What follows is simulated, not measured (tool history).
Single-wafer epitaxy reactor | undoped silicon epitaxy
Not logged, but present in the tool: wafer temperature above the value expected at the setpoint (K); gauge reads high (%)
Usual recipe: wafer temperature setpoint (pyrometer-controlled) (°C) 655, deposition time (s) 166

run	hour	wafer temperature setpoint (pyrometer-controlled) (°C)	deposition time (s)	wafers since the last listed run	hours since the last pyrometer calibration	hours since the gauge calibration	read-back reference wafer on the same gauge, thickness_nm	mean film thickness on the monitor wafer (Å)
1	0	655	147	0	258.7	992.5	25.615	272.66
2	78.3	655	147	1016	337	1070.8	25.603	272.98
# hour 113.4: gauge calibrated
3	126.8	655	166	629	385.5	13.4	25.606	305.19
4	206.7	655	166	1037	465.4	93.3	25.576	304.74
5	305.9	652	166	1288	564.6	192.5	25.572	286.02
6	383.8	666	166	1011	642.5	270.4	25.606	398.73
7	487.8	666	166	1350	746.5	374.4	25.592	399.26
8	639.9	655	166	1975	898.6	526.5	25.579	305.76
9	702.9	644	166	818	961.6	589.5	25.59	230.61
10	766.5	655	166	825	1025.2	653.1	25.578	304.31
11	859.3	655	166	1205	1118	745.9	25.588	302.46
12	911.2	655	166	673	1169.9	797.8	25.614	303.44
13	969.7	655	166	759	1228.4	856.3	25.605	302.25
14	1076.5	655	166	1386	1335.2	963.1	25.582	304.62
15	1182.6	648	146	1377	1441.3	1069.2	25.599	225.01
16	1255.4	649	174	945	1514.1	1142	25.611	274.37
17	1360.5	662	157	1364	1619.2	1247.1	25.609	339.3
# hour 1398.7: gauge calibrated
18	1451.6	655	184	1182	1710.3	52.9	25.592	338.67
19	1537.4	655	166	1114	1796.1	138.7	25.605	303.39
20	1588.7	648	146	666	1847.4	190	25.606	225.39
21	1657.3	650	195	890	1916	258.6	25.604	314.16
22	1757.8	650	156	1305	2016.5	359.1	25.618	251.58
23	1806.2	663	140	628	2064.9	407.5	25.59	310.12
# hour 1817.4: pyrometer calibrated
24	1853.5	668	185	510	36.1	454.8	25.601	469.95

Estimate the outcome of run 25 from the log above:
25	2111.5	655	166	3350	294.1	712.8	?	?

{"run 25": {"read-back reference wafer on the same gauge, thickness_nm": 25.586, "mean film thickness on the monitor wafer (Å)": 304.73}}
Were there no unlogged condition in the tool, this run, its random variation unchanged, would have produced mean film thickness on the monitor wafer (Å) 307.82.

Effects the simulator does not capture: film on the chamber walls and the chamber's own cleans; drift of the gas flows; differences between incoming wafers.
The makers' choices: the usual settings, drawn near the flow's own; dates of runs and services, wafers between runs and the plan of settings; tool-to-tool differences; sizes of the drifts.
